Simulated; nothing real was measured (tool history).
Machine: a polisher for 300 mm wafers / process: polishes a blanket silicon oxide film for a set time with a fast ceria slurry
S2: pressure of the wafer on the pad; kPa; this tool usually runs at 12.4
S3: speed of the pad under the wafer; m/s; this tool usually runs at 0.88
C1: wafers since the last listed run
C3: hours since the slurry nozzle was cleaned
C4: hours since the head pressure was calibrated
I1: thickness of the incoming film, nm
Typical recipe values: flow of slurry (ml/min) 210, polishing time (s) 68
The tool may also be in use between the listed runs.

Run 1, hour 0: usual settings but polishing time (s) 77; C1 0; wafers polished on this pad 5766; C3 45; C4 68; I1 1803.5. Result: film removed (nm) 666.7.
Run 2, hour 51: usual settings but polishing time (s) 77; C1 638; wafers polished on this pad 6404; C3 96; C4 119; I1 1780.2. Result: film removed (nm) 659.
At hour 57.6: worn pad replaced by a new one.
Run 3, hour 117.4: usual settings but polishing time (s) 77; C1 781; wafers polished on this pad 749; C3 162.4; C4 185.4; I1 1778.9. Result: film removed (nm) 667.2.
Run 4, hour 218.9: usual settings but polishing time (s) 86; C1 1271; wafers polished on this pad 2020; C3 263.9; C4 286.9; I1 1767.4. Result: film removed (nm) 742.4.
Run 5, hour 268.3: usual settings but polishing time (s) 86; C1 618; wafers polished on this pad 2639; C3 313.3; C4 336.3; I1 1735.3. Result: film removed (nm) 749.7.
Run 6, hour 320.2: usual settings but polishing time (s) 86; C1 649; wafers polished on this pad 3289; C3 365.2; C4 388.2; I1 1744.4. Result: film removed (nm) 730.1.
At hour 349.8: head pressure recalibrated.
Run 7, hour 402.4: usual settings but flow of slurry (ml/min) 230; C1 1004; wafers polished on this pad 4293; C3 447.4; C4 52.6; I1 1735.6. Result: film removed (nm) 589.8.
Run 8, hour 483.6: usual settings but flow of slurry (ml/min) 230; C1 1016; wafers polished on this pad 5310; C3 528.6; C4 133.8; I1 1785.9. Result: film removed (nm) 587.8.
At hour 502.5: slurry nozzle cleaned.
Run 9, hour 543.5: usual settings but S3 0.76 m/s; C1 737; wafers polished on this pad 6048; C3 41; C4 193.7; I1 1808. Result: film removed (nm) 515.3.
At hour 609.1: worn pad replaced by a new one.
Run 10, hour 613.1: usual settings but S3 0.76 m/s; C1 821; wafers polished on this pad 49; C3 110.6; C4 263.3; I1 1790.5. Result: film removed (nm) 508.
Run 11, hour 718.4: usual settings; C1 1318; wafers polished on this pad 1368; C3 215.9; C4 368.6; I1 1755. Result: film removed (nm) 583.
At hour 794.6: head pressure recalibrated.
Run 12, hour 803: usual settings but S3 0.72 m/s; C1 1034; wafers polished on this pad 2402; C3 300.5; C4 8.4; I1 1748.2. Result: film removed (nm) 480.9.
Run 13, hour 853: usual settings; C1 626; wafers polished on this pad 3028; C3 350.5; C4 58.4; I1 1754. Result: film removed (nm) 580.
Run 14, hour 922.9: usual settings; C1 875; wafers polished on this pad 3904; C3 420.4; C4 128.3; I1 1753.2. Result: film removed (nm) 581.2.
At hour 1071.9: slurry nozzle cleaned.
Run 15, hour 1111.4: usual settings; C1 2348; wafers polished on this pad 6252; C3 39.5; C4 316.8; I1 1803.2. Result: film removed (nm) 573.
At hour 1151.9: worn pad replaced by a new one.
Run 16, hour 1203.6: usual settings but flow of slurry (ml/min) 275, polishing time (s) 53; C1 1104; wafers polished on this pad 647; C3 131.7; C4 409; I1 1756.1. Result: film removed (nm) 458.3.
At hour 1266.2: head pressure recalibrated.
Run 17, hour 1275.4: usual settings but S2 8.3 kPa; C1 874; wafers polished on this pad 1521; C3 203.5; C4 9.2; I1 1753.2. Result: film removed (nm) 387.6.
Run 18, hour 1337: usual settings; C1 771; wafers polished on this pad 2293; C3 265.1; C4 70.8; I1 1785.5. Result: film removed (nm) 589.5.
Run 19, hour 1424: usual settings; C1 1089; wafers polished on this pad 3382; C3 352.1; C4 157.8; I1 1768.2. Result: film removed (nm) 597.6.
Run 20, hour 1502.9: usual settings; C1 988; wafers polished on this pad 4370; C3 431; C4 236.7; I1 1767.4. Result: film removed (nm) 589.8.
Run 21, hour 1626.5: usual settings but S2 13.8 kPa; C1 1547; wafers polished on this pad 5918; C3 554.6; C4 360.3; I1 1741. Result: film removed (nm) 645.3.
At hour 1669: worn pad replaced by a new one.
At hour 1669: slurry nozzle cleaned.
Run 22, hour 1671.2: usual settings but S3 0.8 m/s; C1 509; wafers polished on this pad 27; C3 2.2; C4 405; I1 1784.2. Result: film removed (nm) 539.6.
Run 23, hour 1725.7: usual settings but flow of slurry (ml/min) 190, S2 15.2 kPa, S3 0.66 m/s; C1 682; wafers polished on this pad 710; C3 56.7; C4 459.5; I1 1765.8. Result: film removed (nm) 526.5.
At hour 1799.1: head pressure recalibrated.
Run 24, hour 1826.4: usual settings but S2 14.5 kPa; C1 1236; wafers polished on this pad 1946; C3 157.4; C4 27.3; I1 1803.1. Result: film removed (nm) 673.1.
Run 25, hour 1873.2: usual settings but flow of slurry (ml/min) 170, S2 14.5 kPa, S3 1.14 m/s, polishing time (s) 45; C1 586; wafers polished on this pad 2532; C3 204.2; C4 74.1; I1 1774.1. Result: film removed (nm) 571.5.
Run 26, hour 1954: usual settings but S2 13.8 kPa, S3 0.74 m/s, polishing time (s) 87; C1 1011; wafers polished on this pad 3544; C3 285; C4 154.9; I1 1771. Result: film removed (nm) 694.6.
Run 27, hour 2014.8: usual settings but S2 16.5 kPa, S3 1.02 m/s, polishing time (s) 57; C1 761; wafers polished on this pad 4305; C3 345.8; C4 215.7; I1 1782.2. Result: film removed (nm) 752.7.
Run 28, hour 2101.1: usual settings but S3 1.14 m/s, polishing time (s) 82; C1 1080; wafers polished on this pad 5386; C3 432.1; C4 302; I1 1733.2. Result: film removed (nm) 913.4.
At hour 2152.7: worn pad replaced by a new one.
Run 29, hour 2203.1: usual settings; C1 1227; wafers polished on this pad 630; C3 534.1; C4 404; I1 1787.2. Result: film removed (nm) 583.9.
At hour 2281.6: slurry nozzle cleaned.
Run 30, hour 2286.3: usual settings but flow of slurry (ml/min) 185; C1 1029; wafers polished on this pad 1660; C3 4.7; C4 487.2; I1 1762.8. Result: film removed (nm) 566.4.
At hour 2301: head pressure recalibrated.
Run 31, hour 2430.9: usual settings but flow of slurry (ml/min) 245; C1 1785; wafers polished on this pad 3445; C3 149.3; C4 129.9; I1 1749.8. Result: film removed (nm) 588.3.

Give the tool's hidden conditions for every run:
removal rate lost through wear of the pad, %: 0 on each run
slurry flow missing at the pad, %: 0 on each run
deviation of the head's pressure from its setpoint, %: 0 on each run
